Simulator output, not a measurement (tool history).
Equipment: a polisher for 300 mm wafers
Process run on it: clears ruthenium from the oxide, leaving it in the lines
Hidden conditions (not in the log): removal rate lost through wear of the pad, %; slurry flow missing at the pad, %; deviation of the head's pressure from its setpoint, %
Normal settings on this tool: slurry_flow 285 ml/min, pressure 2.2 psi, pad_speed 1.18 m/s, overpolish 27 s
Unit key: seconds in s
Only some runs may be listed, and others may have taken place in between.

run	hour	slurry_flow	pressure	pad_speed	overpolish	wafers since the last listed run	wafers polished on this pad	hours since the slurry nozzle was cleaned	hours since the head pressure was calibrated	incoming thickness of the incoming film, nm	seconds
1	0	285	2.2	1.18	27	0	52	407.5	1034.2	168.1	137.9
2	17	285	2.2	1.18	27	130	182	424.5	1051.2	172.1	145.8
3	32.1	285	2.6	1.02	27	115	298	439.6	1066.3	171.5	146.2
4	41.3	285	2.6	1.02	27	70	368	448.8	1075.5	169.9	150.5
5	48.2	285	2.7	1.18	27	52	421	455.7	1082.4	168.9	120.2
6	59.9	285	2.2	1.18	27	89	510	467.4	1094.1	169.3	149.7
7	73.6	285	2.2	1.18	27	104	615	481.1	1107.8	168.2	145.2
8	82.2	285	2.2	1.18	27	65	681	489.7	1116.4	170.6	155.4
9	91.5	285	2.2	1.18	27	71	752	499	1125.7	168.5	155.6
10	107.2	315	2.2	1.48	27	120	873	514.7	1141.4	170.3	122
11	118.6	315	2.2	1.48	27	87	960	526.1	1152.8	169.2	128
12	126.6	220	2.2	1.18	27	61	1021	534.1	1160.8	168.7	161.7
13	134.4	220	2.2	1.18	27	59	1081	541.9	1168.6	166.4	160.9
# hour 142.5: head pressure recalibrated
14	143	335	2.2	1.18	27	50	1132	550.5	0.5	169.7	153.8
# hour 152.3: worn pad replaced by a new one
15	152.8	285	2.2	1.18	27	44	4	560.3	10.3	169.4	131.2
16	165.9	285	2.2	0.82	27	100	104	573.4	23.4	170.3	203.2
17	177.4	285	2.2	1.18	27	88	192	584.9	34.9	171.4	144.8
18	189.3	285	1.5	1.18	27	91	283	596.8	46.8	169.8	200.2
# hour 199.6: slurry nozzle cleaned
19	200.1	285	2.2	1.18	27	75	358	0.5	57.6	166.7	138.1
20	213.1	285	2.2	1.18	27	99	458	13.5	70.6	171.6	150.6
21	225.4	255	2.2	1.58	27	94	552	25.8	82.9	169.8	112.9
22	241.3	285	2.2	1.18	27	121	674	41.7	98.8	172.9	154.8
23	256.6	355	2.2	0.98	36	117	791	57	114.1	170.6	180.3
24	271.6	200	2.2	1.18	27	114	906	72	129.1	172.6	160
25	283.5	215	2.9	1.18	27	91	997	83.9	141	170.3	119.8
26	300.9	355	2.7	1.18	27	133	1130	101.3	158.4	167.6	125.3

3 options for the next run, each taken on its own from the tool as it stands now. Forecast them:
A	301.4	285	2.2	1.18	27	3	1134	101.8	158.9	168.6	?
B	301.4	205	1.6	0.8	39	3	1134	101.8	158.9	168.6	?
C	301.4	375	2.6	1.3	27	3	1134	101.8	158.9	168.6	?

run	seconds
A	154.1
B	314
C	117.4
With the hidden condition removed and each run's random variation left untouched, the same runs would have given:
run	seconds
A	136.1
B	277.3
C	103.6
